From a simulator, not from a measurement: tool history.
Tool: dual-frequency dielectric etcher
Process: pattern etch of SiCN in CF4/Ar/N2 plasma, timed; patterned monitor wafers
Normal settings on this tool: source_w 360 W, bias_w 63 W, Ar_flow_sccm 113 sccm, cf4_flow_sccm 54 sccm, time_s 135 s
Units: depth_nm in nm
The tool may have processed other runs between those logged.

run,hour,source_w,bias_w,Ar_flow_sccm,cf4_flow_sccm,time_s,wafers since the last listed run,hours since the last wet clean,hours since the last source power generator calibration,hours since the last bias power generator calibration,hours since the last Ar flow controller change,hours since the last CF4 flow controller change,hours since the last upper electrode change,hours since the gauge calibration,"read-back reference wafer on the same gauge, depth_nm",depth_nm
1,0,360,63,113,54,112,0,230.8,1085.6,1464.2,3426.7,2582.9,4137,569.3,96.9,78.1
2,56.5,360,63,113,54,112,490,287.3,1142.1,1520.7,3483.2,2639.4,4193.5,625.8,97,79.4
3,162.4,360,63,113,54,112,919,393.2,1248,1626.6,3589.1,2745.3,4299.4,731.7,96.8,78.1
4,243.5,360,76,113,54,135,703,474.3,1329.1,1707.7,3670.2,2826.4,4380.5,812.8,97.1,102
5,308.6,360,76,113,54,135,565,539.4,1394.2,1772.8,3735.3,2891.5,4445.6,877.9,96.9,102.9
# hour 334.5: Ar flow controller replaced
6,404.7,360,63,113,54,135,782,635.5,1490.3,1868.9,70.2,2987.6,4541.7,974,97,95.2
# hour 453: wet clean of the chamber
7,484.6,360,63,113,54,135,485,31.6,1570.2,1948.8,150.1,3067.5,4621.6,1053.9,96.7,93.1
8,589.6,360,63,113,54,135,911,136.6,1675.2,2053.8,255.1,3172.5,4726.6,1158.9,96.9,93.6
# hour 649.6: bias power generator calibrated
# hour 664.2: upper electrode replaced
9,664.7,360,63,101,54,101,490,211.7,1750.3,15.1,330.2,3247.6,0.5,1234,96.9,71.5
10,691.7,360,49,113,54,135,234,238.7,1777.3,42.1,357.2,3274.6,27.5,1261,97,86.2
# hour 709.3: gauge calibrated
# hour 717.6: source power generator calibrated
11,759.6,360,63,113,54,135,554,306.6,42,110,425.1,3342.5,95.4,50.3,97.1,94.4
12,864.3,330,63,91,54,135,908,411.3,146.7,214.7,529.8,3447.2,200.1,155,97,88.8
13,939.7,440,63,113,54,116,654,486.7,222.1,290.1,605.2,3522.6,275.5,230.4,97,101.3
14,986.9,280,58,113,54,135,409,533.9,269.3,337.3,652.4,3569.8,322.7,277.6,96.9,71.1

What does the tool deliver on the next run?
# hour 1010.9: CF4 flow controller replaced
15,1027.6,360,63,91,48,135,301,574.6,310,378,693.1,16.7,363.4,318.3,?,?

{"run 15": {"read-back reference wafer on the same gauge, depth_nm": 96.8, "depth_nm": 96.5}}
With the hidden condition absent and the run-to-run variation left alone, this run would have shown depth_nm 92.7 nm.
